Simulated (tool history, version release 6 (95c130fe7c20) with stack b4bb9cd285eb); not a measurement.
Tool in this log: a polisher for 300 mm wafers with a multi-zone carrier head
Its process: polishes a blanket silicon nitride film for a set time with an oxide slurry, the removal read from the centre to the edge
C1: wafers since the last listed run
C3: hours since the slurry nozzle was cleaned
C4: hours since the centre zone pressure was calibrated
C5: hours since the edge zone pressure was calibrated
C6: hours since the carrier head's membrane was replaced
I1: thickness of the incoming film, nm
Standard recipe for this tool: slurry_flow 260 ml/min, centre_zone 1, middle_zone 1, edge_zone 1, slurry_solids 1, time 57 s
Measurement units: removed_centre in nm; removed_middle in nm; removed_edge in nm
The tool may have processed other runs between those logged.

{"run": 1, "hour": 0.0, "slurry_flow": 260, "centre_zone": 1, "middle_zone": 1.05, "edge_zone": 1, "slurry_solids": 1, "time": 57, "C1": 0, "wafers polished on this pad": 2039, "C3": 275.9, "C4": 52.8, "C5": 391.3, "C6": 749.5, "I1": 249.4, "removed_centre": 40.2, "removed_middle": 41.2, "removed_edge": 39.9}
{"run": 2, "hour": 50.9, "slurry_flow": 260, "centre_zone": 1, "middle_zone": 1, "edge_zone": 1, "slurry_solids": 1, "time": 57, "C1": 431, "wafers polished on this pad": 2470, "C3": 326.8, "C4": 103.7, "C5": 442.2, "C6": 800.4, "I1": 249.3, "removed_centre": 40.3, "removed_middle": 39.5, "removed_edge": 39.4}
{"run": 3, "hour": 95.3, "slurry_flow": 260, "centre_zone": 1, "middle_zone": 1, "edge_zone": 1, "slurry_solids": 1, "time": 57, "C1": 376, "wafers polished on this pad": 2847, "C3": 371.2, "C4": 148.1, "C5": 486.6, "C6": 844.8, "I1": 250.7, "removed_centre": 41.6, "removed_middle": 40.4, "removed_edge": 39.1}
{"hour": 155.9, "done": "worn pad replaced by a new one"}
{"run": 4, "hour": 172.6, "slurry_flow": 260, "centre_zone": 1, "middle_zone": 1, "edge_zone": 1, "slurry_solids": 1, "time": 57, "C1": 621, "wafers polished on this pad": 142, "C3": 448.5, "C4": 225.4, "C5": 563.9, "C6": 922.1, "I1": 249.4, "removed_centre": 41.5, "removed_middle": 40.3, "removed_edge": 39.8}
{"run": 5, "hour": 213.8, "slurry_flow": 260, "centre_zone": 1, "middle_zone": 1, "edge_zone": 1, "slurry_solids": 1, "time": 57, "C1": 349, "wafers polished on this pad": 491, "C3": 489.7, "C4": 266.6, "C5": 605.1, "C6": 963.3, "I1": 254.2, "removed_centre": 41.3, "removed_middle": 39.5, "removed_edge": 39.6}
{"run": 6, "hour": 303.0, "slurry_flow": 260, "centre_zone": 1, "middle_zone": 1, "edge_zone": 1, "slurry_solids": 1, "time": 57, "C1": 756, "wafers polished on this pad": 1247, "C3": 578.9, "C4": 355.8, "C5": 694.3, "C6": 1052.5, "I1": 254, "removed_centre": 41.3, "removed_middle": 39.8, "removed_edge": 39.6}
{"run": 7, "hour": 346.0, "slurry_flow": 260, "centre_zone": 1, "middle_zone": 1, "edge_zone": 1, "slurry_solids": 1, "time": 57, "C1": 364, "wafers polished on this pad": 1612, "C3": 621.9, "C4": 398.8, "C5": 737.3, "C6": 1095.5, "I1": 248, "removed_centre": 41.3, "removed_middle": 39.4, "removed_edge": 39.9}
{"run": 8, "hour": 398.4, "slurry_flow": 260, "centre_zone": 1, "middle_zone": 1, "edge_zone": 1, "slurry_solids": 1, "time": 47, "C1": 444, "wafers polished on this pad": 2056, "C3": 674.3, "C4": 451.2, "C5": 789.7, "C6": 1147.9, "I1": 248.3, "removed_centre": 34, "removed_middle": 32.4, "removed_edge": 32.7}
{"hour": 406.6, "done": "carrier head's membrane replaced by a new one"}
{"hour": 465.6, "done": "slurry nozzle cleaned"}
{"run": 9, "hour": 482.0, "slurry_flow": 260, "centre_zone": 1, "middle_zone": 1, "edge_zone": 1, "slurry_solids": 1, "time": 57, "C1": 658, "wafers polished on this pad": 2714, "C3": 16.4, "C4": 534.8, "C5": 873.3, "C6": 75.4, "I1": 253.6, "removed_centre": 41.4, "removed_middle": 40.5, "removed_edge": 39.4}
{"run": 10, "hour": 586.4, "slurry_flow": 260, "centre_zone": 1, "middle_zone": 1, "edge_zone": 1, "slurry_solids": 0.75, "time": 50, "C1": 885, "wafers polished on this pad": 3600, "C3": 120.8, "C4": 639.2, "C5": 977.7, "C6": 179.8, "I1": 252.1, "removed_centre": 31, "removed_middle": 29.6, "removed_edge": 29}
{"hour": 620.4, "done": "edge zone pressure recalibrated"}
{"hour": 620.8, "done": "worn pad replaced by a new one"}
{"run": 11, "hour": 629.0, "slurry_flow": 185, "centre_zone": 1.04, "middle_zone": 0.94, "edge_zone": 1, "slurry_solids": 1, "time": 57, "C1": 341, "wafers polished on this pad": 69, "C3": 163.4, "C4": 681.8, "C5": 8.6, "C6": 222.4, "I1": 251.1, "removed_centre": 40.1, "removed_middle": 36.2, "removed_edge": 38.3}
{"run": 12, "hour": 711.3, "slurry_flow": 315, "centre_zone": 1, "middle_zone": 0.89, "edge_zone": 1, "slurry_solids": 1.25, "time": 39, "C1": 697, "wafers polished on this pad": 767, "C3": 245.7, "C4": 764.1, "C5": 90.9, "C6": 304.7, "I1": 250.3, "removed_centre": 32.3, "removed_middle": 27.4, "removed_edge": 30.6}
{"run": 13, "hour": 797.5, "slurry_flow": 260, "centre_zone": 1, "middle_zone": 1, "edge_zone": 1, "slurry_solids": 1, "time": 57, "C1": 731, "wafers polished on this pad": 1498, "C3": 331.9, "C4": 850.3, "C5": 177.1, "C6": 390.9, "I1": 250.8, "removed_centre": 41.9, "removed_middle": 39.6, "removed_edge": 39.1}
{"run": 14, "hour": 853.5, "slurry_flow": 210, "centre_zone": 1, "middle_zone": 1.04, "edge_zone": 1.03, "slurry_solids": 1, "time": 57, "C1": 474, "wafers polished on this pad": 1973, "C3": 387.9, "C4": 906.3, "C5": 233.1, "C6": 446.9, "I1": 248.2, "removed_centre": 40.7, "removed_middle": 39.8, "removed_edge": 38.5}
{"run": 15, "hour": 943.9, "slurry_flow": 260, "centre_zone": 1, "middle_zone": 1, "edge_zone": 1, "slurry_solids": 1, "time": 62, "C1": 766, "wafers polished on this pad": 2740, "C3": 478.3, "C4": 996.7, "C5": 323.5, "C6": 537.3, "I1": 245.8, "removed_centre": 45.7, "removed_middle": 43.3, "removed_edge": 43.2}
{"run": 16, "hour": 1014.0, "slurry_flow": 260, "centre_zone": 1, "middle_zone": 1, "edge_zone": 1, "slurry_solids": 1, "time": 57, "C1": 594, "wafers polished on this pad": 3334, "C3": 548.4, "C4": 1066.8, "C5": 393.6, "C6": 607.4, "I1": 254.2, "removed_centre": 41.5, "removed_middle": 39.5, "removed_edge": 39.6}
{"run": 17, "hour": 1051.5, "slurry_flow": 260, "centre_zone": 1.06, "middle_zone": 1, "edge_zone": 1, "slurry_solids": 1, "time": 45, "C1": 318, "wafers polished on this pad": 3652, "C3": 585.9, "C4": 1104.3, "C5": 431.1, "C6": 644.9, "I1": 250.9, "removed_centre": 34.6, "removed_middle": 31.2, "removed_edge": 31.1}

Run 18 has not been measured yet. What should we expect?
{"hour": 1122.8, "done": "worn pad replaced by a new one"}
{"run": 18, "hour": 1126.6, "slurry_flow": 260, "centre_zone": 1.05, "middle_zone": 1, "edge_zone": 1.11, "slurry_solids": 1, "time": 57, "C1": 602, "wafers polished on this pad": 31, "C3": 661, "C4": 1179.4, "C5": 506.2, "C6": 720, "I1": 250.4, "removed_centre": "?", "removed_middle": "?", "removed_edge": "?"}

{"run 18": {"removed_centre": 43.7, "removed_middle": 39.8, "removed_edge": 40.7}}
With no hidden state in the tool, this same run would have given removed_centre 41.9 nm, removed_middle 39.8 nm, removed_edge 40.7 nm.
